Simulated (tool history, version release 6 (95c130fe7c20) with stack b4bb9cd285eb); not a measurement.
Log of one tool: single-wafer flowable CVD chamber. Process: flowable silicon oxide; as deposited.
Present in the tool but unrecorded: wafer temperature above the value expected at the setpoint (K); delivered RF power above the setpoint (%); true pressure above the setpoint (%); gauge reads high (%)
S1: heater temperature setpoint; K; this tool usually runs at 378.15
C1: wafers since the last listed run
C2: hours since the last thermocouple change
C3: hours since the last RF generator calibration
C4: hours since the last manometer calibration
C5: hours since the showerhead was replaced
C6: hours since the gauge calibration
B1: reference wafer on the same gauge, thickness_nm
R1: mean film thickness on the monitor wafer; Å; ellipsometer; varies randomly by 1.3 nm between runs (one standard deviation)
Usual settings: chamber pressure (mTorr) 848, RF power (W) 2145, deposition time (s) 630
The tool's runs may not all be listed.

Run 1, hour 0.0: usual settings; C1 0; C2 719.9; C3 128.8; C4 1121.2; C5 187.9; C6 47.8; B1 283.863. Result: R1 3315.66 Å.
Run 2, hour 80.3: usual settings; C1 304; C2 800.2; C3 209.1; C4 1201.5; C5 268.2; C6 128.1; B1 284.018. Result: R1 3315.13 Å.
Run 3, hour 142.0: usual settings; C1 233; C2 861.9; C3 270.8; C4 1263.2; C5 329.9; C6 189.8; B1 283.692. Result: R1 3318.02 Å.
Run 4, hour 243.5: usual settings but S1 367.15 K, chamber pressure (mTorr) 989, RF power (W) 2315; C1 384; C2 963.4; C3 372.3; C4 1364.7; C5 431.4; C6 291.3; B1 284.107. Result: R1 5398.86 Å.
Run 5, hour 346.1: usual settings but S1 387.15 K, chamber pressure (mTorr) 664, deposition time (s) 698; C1 388; C2 1066.0; C3 474.9; C4 1467.3; C5 534.0; C6 393.9; B1 283.607. Result: R1 2240.85 Å.
Run 6, hour 389.1: usual settings but chamber pressure (mTorr) 987; C1 162; C2 1109.0; C3 517.9; C4 1510.3; C5 577.0; C6 436.9; B1 284.334. Result: R1 3864.96 Å.
Run 7, hour 490.4: usual settings but RF power (W) 2005; C1 383; C2 1210.3; C3 619.2; C4 1611.6; C5 678.3; C6 538.2; B1 283.842. Result: R1 3264.49 Å.
Run 8, hour 526.6: usual settings but S1 388.15 K, RF power (W) 1805; C1 137; C2 1246.5; C3 655.4; C4 1647.8; C5 714.5; C6 574.4; B1 283.635. Result: R1 2414.98 Å.
Run 9, hour 599.0: usual settings; C1 274; C2 1318.9; C3 727.8; C4 1720.2; C5 786.9; C6 646.8; B1 283.843. Result: R1 3354.01 Å.
At hour 620.9: capacitance manometer re-zeroed and calibrated.
Run 10, hour 639.0: usual settings but chamber pressure (mTorr) 791, RF power (W) 1840, deposition time (s) 705; C1 121; C2 1358.9; C3 767.8; C4 18.1; C5 826.9; C6 686.8; B1 284.145. Result: R1 3370.42 Å.
Run 11, hour 710.3: usual settings but chamber pressure (mTorr) 748, deposition time (s) 547; C1 270; C2 1430.2; C3 839.1; C4 89.4; C5 898.2; C6 758.1; B1 283.638. Result: R1 2554.37 Å.
Run 12, hour 796.6: usual settings but deposition time (s) 718; C1 327; C2 1516.5; C3 925.4; C4 175.7; C5 984.5; C6 844.4; B1 284.466. Result: R1 3788.87 Å.
Run 13, hour 889.6: usual settings but chamber pressure (mTorr) 772, RF power (W) 1950; C1 352; C2 1609.5; C3 1018.4; C4 268.7; C5 1077.5; C6 937.4; B1 283.660. Result: R1 2981.96 Å.
Run 14, hour 932.4: usual settings but S1 373.15 K, RF power (W) 2320, deposition time (s) 672; C1 162; C2 1652.3; C3 1061.2; C4 311.5; C5 1120.3; C6 980.2; B1 283.883. Result: R1 4188.40 Å.
At hour 963.8: thermocouple changed; heater temperature recalibrated.
Run 15, hour 997.2: usual settings; C1 215; C2 33.4; C3 1126.0; C4 376.3; C5 1185.1; C6 1045.0; B1 283.332. Result: R1 3189.18 Å.
At hour 1074.2: RF generator calibrated.
Run 16, hour 1089.1: usual settings; C1 317; C2 125.3; C3 14.9; C4 468.2; C5 1277.0; C6 1136.9; B1 284.576. Result: R1 3245.26 Å.
Run 17, hour 1160.9: usual settings but S1 392.15 K, chamber pressure (mTorr) 766, RF power (W) 1860, deposition time (s) 666; C1 272; C2 197.1; C3 86.7; C4 540.0; C5 1348.8; C6 1208.7; B1 283.917. Result: R1 2039.12 Å.
Run 18, hour 1245.4: usual settings but S1 367.15 K, RF power (W) 2485, deposition time (s) 753; C1 320; C2 281.6; C3 171.2; C4 624.5; C5 1433.3; C6 1293.2; B1 284.242. Result: R1 5516.15 Å.
Run 19, hour 1347.8: usual settings but S1 368.15 K, RF power (W) 1930; C1 388; C2 384.0; C3 273.6; C4 726.9; C5 1535.7; C6 1395.6; B1 283.767. Result: R1 4272.82 Å.
Run 20, hour 1399.2: usual settings but chamber pressure (mTorr) 769, deposition time (s) 674; C1 194; C2 435.4; C3 325.0; C4 778.3; C5 1587.1; C6 1447.0; B1 284.342. Result: R1 3157.10 Å.
Run 21, hour 1448.8: usual settings but chamber pressure (mTorr) 1041, RF power (W) 1730, deposition time (s) 505; C1 187; C2 485.0; C3 374.6; C4 827.9; C5 1636.7; C6 1496.6; B1 283.402. Result: R1 3068.25 Å.
Run 22, hour 1542.0: usual settings but S1 370.15 K, chamber pressure (mTorr) 1024, RF power (W) 2420, deposition time (s) 510; C1 353; C2 578.2; C3 467.8; C4 921.1; C5 1729.9; C6 1589.8; B1 283.755. Result: R1 4089.27 Å.
Run 23, hour 1628.3: usual settings but S1 363.15 K, chamber pressure (mTorr) 765; C1 327; C2 664.5; C3 554.1; C4 1007.4; C5 1816.2; C6 1676.1; B1 284.023. Result: R1 4575.10 Å.
Run 24, hour 1733.2: usual settings; C1 397; C2 769.4; C3 659.0; C4 1112.3; C5 1921.1; C6 1781.0; B1 284.170. Result: R1 3300.59 Å.
Run 25, hour 1837.9: usual settings but S1 382.15 K, deposition time (s) 724; C1 396; C2 874.1; C3 763.7; C4 1217.0; C5 2025.8; C6 1885.7; B1 284.045. Result: R1 3341.65 Å.
Run 26, hour 1883.8: usual settings; C1 173; C2 920.0; C3 809.6; C4 1262.9; C5 2071.7; C6 1931.6; B1 283.540. Result: R1 3269.18 Å.
Run 27, hour 1980.4: usual settings but chamber pressure (mTorr) 734; C1 366; C2 1016.6; C3 906.2; C4 1359.5; C5 2168.3; C6 2028.2; B1 284.668. Result: R1 2844.15 Å.
Run 28, hour 2072.4: usual settings but deposition time (s) 536; C1 348; C2 1108.6; C3 998.2; C4 1451.5; C5 2260.3; C6 2120.2; B1 283.663. Result: R1 2781.27 Å.

The tool's hidden state at each run:
true pressure above the setpoint (%): 0 across all the runs
gauge reads high (%): 0 across all the runs
H1: wafer temperature above the value expected at the setpoint (K)
H2: delivered RF power above the setpoint (%)
run       H1      H2
  1   -0.595  -0.312
  2   -0.648  -0.503
  3   -0.688  -0.711
  4   -0.755   -1.17
  5   -0.822   -1.78
  6   -0.851   -2.08
  7   -0.917   -2.89
  8   -0.941   -3.22
  9   -0.988   -3.92
 10    -1.01   -4.34
 11    -1.06   -5.15
 12    -1.12   -6.22
 13    -1.18   -7.49
 14    -1.21   -8.11
 15    0.113   -9.11
 16   0.0526  -0.319
 17  0.00548   -0.37
 18  -0.0499  -0.523
 19   -0.117  -0.843
 20   -0.151   -1.06
 21   -0.183    -1.3
 22   -0.244   -1.86
 23   -0.301   -2.48
 24    -0.37   -3.37
 25   -0.439   -4.42
 26   -0.469   -4.92
 27   -0.532   -6.09
 28   -0.592   -7.32

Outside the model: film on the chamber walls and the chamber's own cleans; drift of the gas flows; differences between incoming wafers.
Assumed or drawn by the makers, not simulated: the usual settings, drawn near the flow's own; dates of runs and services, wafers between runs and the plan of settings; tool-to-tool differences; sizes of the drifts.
